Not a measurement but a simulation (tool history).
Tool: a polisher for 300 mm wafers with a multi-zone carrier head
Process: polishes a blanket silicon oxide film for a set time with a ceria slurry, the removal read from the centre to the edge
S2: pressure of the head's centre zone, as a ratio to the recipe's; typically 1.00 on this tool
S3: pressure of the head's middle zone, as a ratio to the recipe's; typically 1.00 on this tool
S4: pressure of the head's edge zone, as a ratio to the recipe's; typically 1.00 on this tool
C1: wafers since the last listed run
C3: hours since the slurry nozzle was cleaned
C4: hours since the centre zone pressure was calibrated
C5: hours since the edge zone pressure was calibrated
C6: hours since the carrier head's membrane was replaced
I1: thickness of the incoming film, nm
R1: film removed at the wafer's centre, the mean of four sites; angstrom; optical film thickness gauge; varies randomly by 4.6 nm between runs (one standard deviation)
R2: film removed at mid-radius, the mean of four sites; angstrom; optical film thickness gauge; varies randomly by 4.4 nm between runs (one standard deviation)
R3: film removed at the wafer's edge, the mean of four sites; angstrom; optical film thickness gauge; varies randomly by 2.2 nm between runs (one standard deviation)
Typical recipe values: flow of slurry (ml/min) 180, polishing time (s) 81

run 1 hour=0.0 | flow_of_slurry_(ml/min)=180 S2=1.00 S3=1.00 S4=1.00 polishing_time_(s)=81 | C1=0 wafers_polished_on_this_pad=922 C3=174.4 C4=341.6 C5=1134.8 C6=484.1 | I1=859.5 | R1=3037 R2=3055 R3=2988
-- hour=7.1 worn pad replaced by a new one
run 2 hour=11.1 | flow_of_slurry_(ml/min)=180 S2=1.00 S3=1.00 S4=1.00 polishing_time_(s)=81 | C1=70 wafers_polished_on_this_pad=39 C3=185.5 C4=352.7 C5=1145.9 C6=495.2 | I1=879.4 | R1=3278 R2=3170 R3=3131
run 3 hour=17.9 | flow_of_slurry_(ml/min)=180 S2=1.00 S3=1.00 S4=1.00 polishing_time_(s)=81 | C1=67 wafers_polished_on_this_pad=107 C3=192.3 C4=359.5 C5=1152.7 C6=502.0 | I1=858.0 | R1=3199 R2=3091 R3=3141
run 4 hour=28.7 | flow_of_slurry_(ml/min)=180 S2=1.00 S3=1.00 S4=1.00 polishing_time_(s)=81 | C1=107 wafers_polished_on_this_pad=215 C3=203.1 C4=370.3 C5=1163.5 C6=512.8 | I1=856.2 | R1=3212 R2=3127 R3=3082
run 5 hour=41.4 | flow_of_slurry_(ml/min)=180 S2=1.00 S3=1.00 S4=1.00 polishing_time_(s)=81 | C1=126 wafers_polished_on_this_pad=342 C3=215.8 C4=383.0 C5=1176.2 C6=525.5 | I1=879.1 | R1=3136 R2=3139 R3=3058
run 6 hour=59.2 | flow_of_slurry_(ml/min)=180 S2=1.00 S3=1.00 S4=1.00 polishing_time_(s)=81 | C1=177 wafers_polished_on_this_pad=520 C3=233.6 C4=400.8 C5=1194.0 C6=543.3 | I1=866.5 | R1=3193 R2=3020 R3=3008
-- hour=69.0 carrier head's membrane replaced by a new one
run 7 hour=73.5 | flow_of_slurry_(ml/min)=180 S2=1.00 S3=1.00 S4=1.00 polishing_time_(s)=81 | C1=92 wafers_polished_on_this_pad=613 C3=247.9 C4=415.1 C5=1208.3 C6=4.5 | I1=867.4 | R1=3178 R2=3024 R3=3008
run 8 hour=84.2 | flow_of_slurry_(ml/min)=180 S2=1.00 S3=1.08 S4=1.00 polishing_time_(s)=81 | C1=106 wafers_polished_on_this_pad=719 C3=258.6 C4=425.8 C5=1219.0 C6=15.2 | I1=867.9 | R1=3224 R2=3301 R3=2976
run 9 hour=95.4 | flow_of_slurry_(ml/min)=180 S2=1.00 S3=1.08 S4=1.00 polishing_time_(s)=81 | C1=111 wafers_polished_on_this_pad=831 C3=269.8 C4=437.0 C5=1230.2 C6=26.4 | I1=871.4 | R1=3098 R2=3267 R3=2980
run 10 hour=104.1 | flow_of_slurry_(ml/min)=180 S2=0.89 S3=1.08 S4=1.04 polishing_time_(s)=81 | C1=86 wafers_polished_on_this_pad=918 C3=278.5 C4=445.7 C5=1238.9 C6=35.1 | I1=865.7 | R1=2788 R2=3235 R3=3025
-- hour=112.7 slurry nozzle cleaned
run 11 hour=113.5 | flow_of_slurry_(ml/min)=180 S2=1.07 S3=1.00 S4=1.00 polishing_time_(s)=81 | C1=83 wafers_polished_on_this_pad=1002 C3=0.8 C4=455.1 C5=1248.3 C6=44.5 | I1=881.2 | R1=3288 R2=3008 R3=3012
-- hour=117.4 centre zone pressure recalibrated
-- hour=121.9 worn pad replaced by a new one
-- hour=123.3 edge zone pressure recalibrated
run 12 hour=123.8 | flow_of_slurry_(ml/min)=130 S2=1.12 S3=1.00 S4=1.00 polishing_time_(s)=103 | C1=29 wafers_polished_on_this_pad=5 C3=11.1 C4=6.4 C5=0.5 C6=54.8 | I1=878.2 | R1=3980 R2=3465 R3=3408
run 13 hour=136.0 | flow_of_slurry_(ml/min)=180 S2=1.00 S3=1.00 S4=1.00 polishing_time_(s)=81 | C1=121 wafers_polished_on_this_pad=127 C3=23.3 C4=18.6 C5=12.7 C6=67.0 | I1=859.7 | R1=2851 R2=2779 R3=2740
run 14 hour=146.3 | flow_of_slurry_(ml/min)=160 S2=1.00 S3=1.11 S4=1.11 polishing_time_(s)=61 | C1=102 wafers_polished_on_this_pad=230 C3=33.6 C4=28.9 C5=23.0 C6=77.3 | I1=873.2 | R1=2112 R2=2187 R3=2130
run 15 hour=155.5 | flow_of_slurry_(ml/min)=180 S2=1.00 S3=1.00 S4=1.00 polishing_time_(s)=81 | C1=91 wafers_polished_on_this_pad=322 C3=42.8 C4=38.1 C5=32.2 C6=86.5 | I1=859.1 | R1=2797 R2=2654 R3=2745
-- hour=166.1 worn pad replaced by a new one, repeated, since the last time left the tool worse
run 16 hour=173.1 | flow_of_slurry_(ml/min)=150 S2=1.00 S3=0.89 S4=0.91 polishing_time_(s)=81 | C1=135 wafers_polished_on_this_pad=69 C3=60.4 C4=55.7 C5=49.8 C6=104.1 | I1=856.6 | R1=3165 R2=2834 R3=2958
run 17 hour=183.0 | flow_of_slurry_(ml/min)=180 S2=1.00 S3=1.00 S4=0.89 polishing_time_(s)=81 | C1=98 wafers_polished_on_this_pad=168 C3=70.3 C4=65.6 C5=59.7 C6=114.0 | I1=877.6 | R1=3172 R2=3101 R3=2994
run 18 hour=200.8 | flow_of_slurry_(ml/min)=180 S2=1.00 S3=1.10 S4=1.00 polishing_time_(s)=81 | C1=177 wafers_polished_on_this_pad=346 C3=88.1 C4=83.4 C5=77.5 C6=131.8 | I1=868.9 | R1=3189 R2=3311 R3=3059
run 19 hour=216.3 | flow_of_slurry_(ml/min)=180 S2=1.00 S3=0.96 S4=0.92 polishing_time_(s)=81 | C1=154 wafers_polished_on_this_pad=501 C3=103.6 C4=98.9 C5=93.0 C6=147.3 | I1=867.6 | R1=3167 R2=2966 R3=2926

Each row is a separate what-if for the run after 19, all from the same tool condition, not one after another. Results?
run A hour=216.7 | flow_of_slurry_(ml/min)=180 S2=1.00 S3=0.95 S4=1.00 polishing_time_(s)=81 | C1=3 wafers_polished_on_this_pad=505 C3=104.0 C4=99.3 C5=93.4 C6=147.7 | I1=852.5 | R1=? R2=? R3=?
run B hour=216.7 | flow_of_slurry_(ml/min)=180 S2=1.00 S3=1.00 S4=0.95 polishing_time_(s)=91 | C1=3 wafers_polished_on_this_pad=505 C3=104.0 C4=99.3 C5=93.4 C6=147.7 | I1=852.5 | R1=? R2=? R3=?
run C hour=216.7 | flow_of_slurry_(ml/min)=160 S2=1.07 S3=1.00 S4=1.00 polishing_time_(s)=81 | C1=3 wafers_polished_on_this_pad=505 C3=104.0 C4=99.3 C5=93.4 C6=147.7 | I1=852.5 | R1=? R2=? R3=?
run D hour=216.7 | flow_of_slurry_(ml/min)=135 S2=1.09 S3=1.00 S4=1.00 polishing_time_(s)=62 | C1=3 wafers_polished_on_this_pad=505 C3=104.0 C4=99.3 C5=93.4 C6=147.7 | I1=852.5 | R1=? R2=? R3=?

run=A R1=3083 R2=2952 R3=3026
run=B R1=3465 R2=3463 R3=3339
run=C R1=3235 R2=3026 R3=2984
run=D R1=2441 R2=2249 R3=2236
What these runs would have given with no unlogged condition in the tool:
run=A R1=3256 R2=3118 R3=3196
run=B R1=3660 R2=3658 R3=3526
run=C R1=3417 R2=3195 R3=3152
run=D R1=2578 R2=2375 R3=2362
